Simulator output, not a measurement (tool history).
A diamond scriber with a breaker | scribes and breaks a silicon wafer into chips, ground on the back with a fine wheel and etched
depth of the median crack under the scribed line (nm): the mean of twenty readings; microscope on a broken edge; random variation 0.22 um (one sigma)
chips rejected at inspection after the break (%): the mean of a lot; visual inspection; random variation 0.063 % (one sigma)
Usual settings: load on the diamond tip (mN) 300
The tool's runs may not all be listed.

| run | hour | load on the diamond tip (mN) | incoming depth of the damage left on the back of the incoming wafer, um | depth of the median crack under the scribed line (nm) | chips rejected at inspection after the break (%) |
|---|---|---|---|---|---|
| 1 | 0 | 370 | 0.33 | 13460 | 5.41 |
| 2 | 34.4 | 326 | 0.76 | 12190 | 2.59 |
| 3 | 48 | 300 | 0.36 | 11060 | 1.97 |
| 4 | 71.9 | 300 | 0.38 | 11350 | 1.95 |
| 5 | 98.9 | 300 | 0.47 | 11270 | 1.99 |
| 6 | 118.6 | 300 | 0.42 | 11680 | 2.09 |
| 7 | 131 | 359 | 0.38 | 13310 | 4.3 |
| 8 | 145.8 | 359 | 0.42 | 13310 | 4.39 |
| 9 | 178.3 | 359 | 0.66 | 13010 | 4.44 |
| 10 | 192.4 | 347 | 0.31 | 12750 | 3.58 |
| 11 | 205.9 | 347 | 0.78 | 12480 | 3.5 |
| 12 | 236.2 | 270 | 0.33 | 10250 | 2.88 |
| 13 | 278.6 | 261 | 0.45 | 10010 | 3.7 |
| 14 | 293.7 | 261 | 0.38 | 10100 | 3.51 |
| 15 | 306 | 261 | 0.3 | 10150 | 3.59 |
| 16 | 318.9 | 245 | 0.4 | 9390 | 5.4 |
| 17 | 340.5 | 245 | 0.6 | 9450 | 5.35 |
| 18 | 355.6 | 300 | 0.35 | 11750 | 1.86 |
| 19 | 375.9 | 300 | 0.64 | 11460 | 2.01 |
| 20 | 400.3 | 300 | 0.77 | 10890 | 2 |
|  | 414.8 | load on the tip recalibrated |
| 21 | 436.2 | 255 | 0.42 | 9880 | 4.15 |
| 22 | 455.3 | 300 | 0.44 | 10740 | 1.98 |
| 23 | 488.3 | 227 | 0.46 | 8960 | 8.67 |
| 24 | 523.3 | 235 | 0.62 | 9180 | 6.96 |
| 25 | 548.9 | 264 | 0.4 | 10410 | 3.44 |
| 26 | 645.1 | 363 | 0.55 | 12850 | 5 |
| 27 | 675.8 | 384 | 0.46 | 13660 | 6.8 |
| 28 | 762.5 | 262 | 0.78 | 10060 | 3.6 |
|  | 794 | diamond tip replaced by a new one |
| 29 | 794.5 | 364 | 0.36 | 12890 | 4.98 |
| 30 | 813.1 | 300 | 0.43 | 11200 | 1.85 |
| 31 | 842.2 | 300 | 0.58 | 11210 | 1.93 |
| 32 | 870 | 354 | 0.42 | 12980 | 3.9 |
| 33 | 890.7 | 300 | 0.77 | 11030 | 1.91 |
| 34 | 908.5 | 215 | 0.38 | 8290 | 11.58 |
| 35 | 925.1 | 329 | 0.33 | 11930 | 2.59 |
| 36 | 942.4 | 236 | 0.73 | 9070 | 6.81 |
|  | 970.4 | load on the tip recalibrated |
| 37 | 974.1 | 328 | 0.52 | 11860 | 2.55 |

Run 38 comes next. What will it give?
| 38 | 1002 | 300 | 0.62 | ? | ? |

depth of the median crack under the scribed line (nm): 11400
chips rejected at inspection after the break (%): 1.89
Without the tool's hidden state the same run would have given depth of the median crack under the scribed line (nm) 11400, chips rejected at inspection after the break (%) 1.89.

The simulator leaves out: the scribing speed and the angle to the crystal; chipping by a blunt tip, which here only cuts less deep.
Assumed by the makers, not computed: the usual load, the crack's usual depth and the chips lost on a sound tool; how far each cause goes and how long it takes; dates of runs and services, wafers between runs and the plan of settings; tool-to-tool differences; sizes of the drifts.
